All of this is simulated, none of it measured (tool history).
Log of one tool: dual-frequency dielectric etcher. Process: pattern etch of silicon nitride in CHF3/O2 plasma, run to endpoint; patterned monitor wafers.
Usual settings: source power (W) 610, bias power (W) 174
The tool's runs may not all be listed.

| run | day | source power (W) | bias power (W) | wafers since the last listed run | hours since the last wet clean | hours since the last source power generator calibration | hours since the last bias power generator calibration | hours since the last upper electrode change | incoming incoming film thickness, nm | endpoint time (s) |
|---|---|---|---|---|---|---|---|---|---|---|
| 1 | 0.000 | 680 | 193 | 0 | 199.4 | 3306.2 | 1775.2 | 3146.5 | 93.6 | 55.0 |
| 2 | 0.450 | 610 | 174 | 138 | 210.2 | 3317.0 | 1786.0 | 3157.3 | 94.4 | 60.5 |
| 3 | 0.900 | 610 | 174 | 138 | 221.0 | 3327.8 | 1796.8 | 3168.1 | 93.9 | 59.9 |
| 4 | 1.646 | 610 | 174 | 229 | 238.9 | 3345.7 | 1814.7 | 3186.0 | 95.0 | 61.1 |
| 5 | 2.004 | 610 | 174 | 110 | 247.5 | 3354.3 | 1823.3 | 3194.6 | 93.6 | 59.9 |
| 6 | 2.662 | 610 | 174 | 202 | 263.3 | 3370.1 | 1839.1 | 3210.4 | 93.4 | 59.3 |
| 7 | 2.979 | 610 | 174 | 97 | 270.9 | 3377.7 | 1846.7 | 3218.0 | 94.6 | 60.3 |
| 8 | 3.521 | 610 | 174 | 166 | 283.9 | 3390.7 | 1859.7 | 3231.0 | 93.9 | 60.0 |
| 9 | 3.800 | 610 | 174 | 85 | 290.6 | 3397.4 | 1866.4 | 3237.7 | 93.5 | 59.9 |
|  | 4.488 | source power generator calibrated |
| 10 | 4.508 | 690 | 200 | 166 | 307.6 | 0.5 | 1883.4 | 3254.7 | 93.9 | 53.3 |
| 11 | 4.967 | 610 | 174 | 140 | 318.6 | 11.5 | 1894.4 | 3265.7 | 93.5 | 59.9 |
| 12 | 5.429 | 710 | 174 | 142 | 329.7 | 22.6 | 1905.5 | 3276.8 | 93.2 | 56.2 |
| 13 | 6.117 | 610 | 174 | 211 | 346.2 | 39.1 | 1922.0 | 3293.3 | 94.1 | 59.7 |
| 14 | 6.433 | 660 | 137 | 97 | 353.8 | 46.7 | 1929.6 | 3300.9 | 93.8 | 64.9 |
|  | 7.646 | upper electrode replaced |
|  | 7.725 | bias power generator calibrated |
|  | 7.979 | wet clean of the chamber |
| 15 | 8.000 | 520 | 174 | 71 | 0.5 | 84.3 | 6.6 | 8.5 | 94.6 | 64.2 |
| 16 | 8.012 | 730 | 202 | 3 | 0.8 | 84.6 | 6.9 | 8.8 | 93.0 | 51.5 |
| 17 | 8.033 | 610 | 174 | 6 | 1.3 | 85.1 | 7.4 | 9.3 | 93.9 | 60.3 |
| 18 | 8.467 | 720 | 174 | 133 | 11.7 | 95.5 | 17.8 | 19.7 | 93.8 | 56.5 |
| 19 | 10.325 | 660 | 157 | 570 | 56.3 | 140.1 | 62.4 | 64.3 | 93.4 | 61.0 |
| 20 | 10.662 | 550 | 162 | 103 | 64.4 | 148.2 | 70.5 | 72.4 | 94.1 | 64.7 |
| 21 | 11.200 | 610 | 174 | 165 | 77.3 | 161.1 | 83.4 | 85.3 | 94.6 | 60.2 |
| 22 | 11.600 | 610 | 174 | 122 | 86.9 | 170.7 | 93.0 | 94.9 | 93.9 | 59.8 |

How the hidden state differs across the entries between the runs, from the last listed run before each to the first after it:
Between runs 9 and 10: source power generator calibrated (day 4.488)
  no hidden state differs between the two runs
Between runs 14 and 15: upper electrode replaced (day 7.646); bias power generator calibrated (day 7.725); wet clean of the chamber (day 7.979)
  no hidden state differs between the two runs
